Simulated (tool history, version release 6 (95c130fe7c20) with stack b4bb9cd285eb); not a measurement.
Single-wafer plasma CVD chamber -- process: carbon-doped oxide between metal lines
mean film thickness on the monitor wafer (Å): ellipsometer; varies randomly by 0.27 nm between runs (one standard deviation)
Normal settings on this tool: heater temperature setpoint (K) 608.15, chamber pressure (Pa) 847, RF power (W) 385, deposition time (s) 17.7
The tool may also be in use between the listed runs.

run,hour,heater temperature setpoint (K),chamber pressure (Pa),RF power (W),deposition time (s),"read-back reference wafer on the same gauge, thickness_nm",mean film thickness on the monitor wafer (Å)
1,0.0,608.15,847,440,17.7,64.151,798.62
# hour 26.8: capacitance manometer re-zeroed and calibrated
2,57.8,608.15,847,385,17.7,64.288,747.57
3,143.3,608.15,847,385,17.7,64.222,747.83
4,190.9,608.15,847,385,17.7,64.143,747.37
5,257.1,602.15,847,385,17.7,64.242,761.63
# hour 293.8: gauge calibrated
6,340.7,602.15,847,385,17.7,64.153,758.89
7,426.5,608.15,776,435,17.7,64.153,786.56
8,476.2,608.15,776,435,17.7,64.194,787.74
9,567.6,615.15,939,410,14.2,64.300,609.10
# hour 579.0: showerhead replaced
10,614.9,608.15,847,460,17.7,64.220,816.16
11,671.0,603.15,847,385,17.7,64.122,757.63
# hour 714.7: RF generator calibrated
12,769.0,608.15,847,450,17.7,64.196,836.69
# hour 815.5: capacitance manometer re-zeroed and calibrated
13,841.5,608.15,768,385,16.2,64.267,698.38
14,902.6,608.15,847,385,17.7,64.159,772.46
15,944.2,608.15,765,350,17.7,64.279,728.19
16,1037.7,600.15,847,385,17.7,64.249,784.32
# hour 1064.1: thermocouple changed; heater temperature recalibrated
17,1093.7,608.15,847,385,19.6,64.150,828.39
18,1130.8,595.15,1001,325,19.3,64.267,797.48
19,1183.6,608.15,847,310,17.7,64.142,672.85
20,1233.9,608.15,732,385,17.7,64.207,736.88
21,1320.1,595.15,1001,325,19.3,64.228,792.48
22,1388.9,615.15,847,385,14.7,64.204,612.32
23,1487.1,596.15,847,385,15.2,64.077,666.04
24,1567.8,593.15,847,385,17.7,64.275,787.88
25,1628.8,608.15,641,420,19.2,64.218,809.84
# hour 1719.8: capacitance manometer re-zeroed and calibrated
26,1730.7,608.15,847,355,17.7,64.261,717.83
27,1779.0,608.15,847,330,17.7,64.133,694.44
28,1866.9,608.15,847,385,17.7,64.192,750.31
29,1918.8,596.15,705,315,15.2,64.136,589.31

Each row is a separate what-if for the run after 29, all from the same tool condition, not one after another. Results?
A,1919.2,619.15,847,385,17.7,?,?
B,1919.2,619.15,704,445,16.1,?,?
C,1919.2,608.15,637,455,20.5,?,?

run,"read-back reference wafer on the same gauge, thickness_nm",mean film thickness on the monitor wafer (Å)
A,64.200,727.82
B,64.200,692.74
C,64.200,899.76
Without the tool's hidden state the same runs would have given:
run,mean film thickness on the monitor wafer (Å)
A,748.94
B,711.83
C,923.59
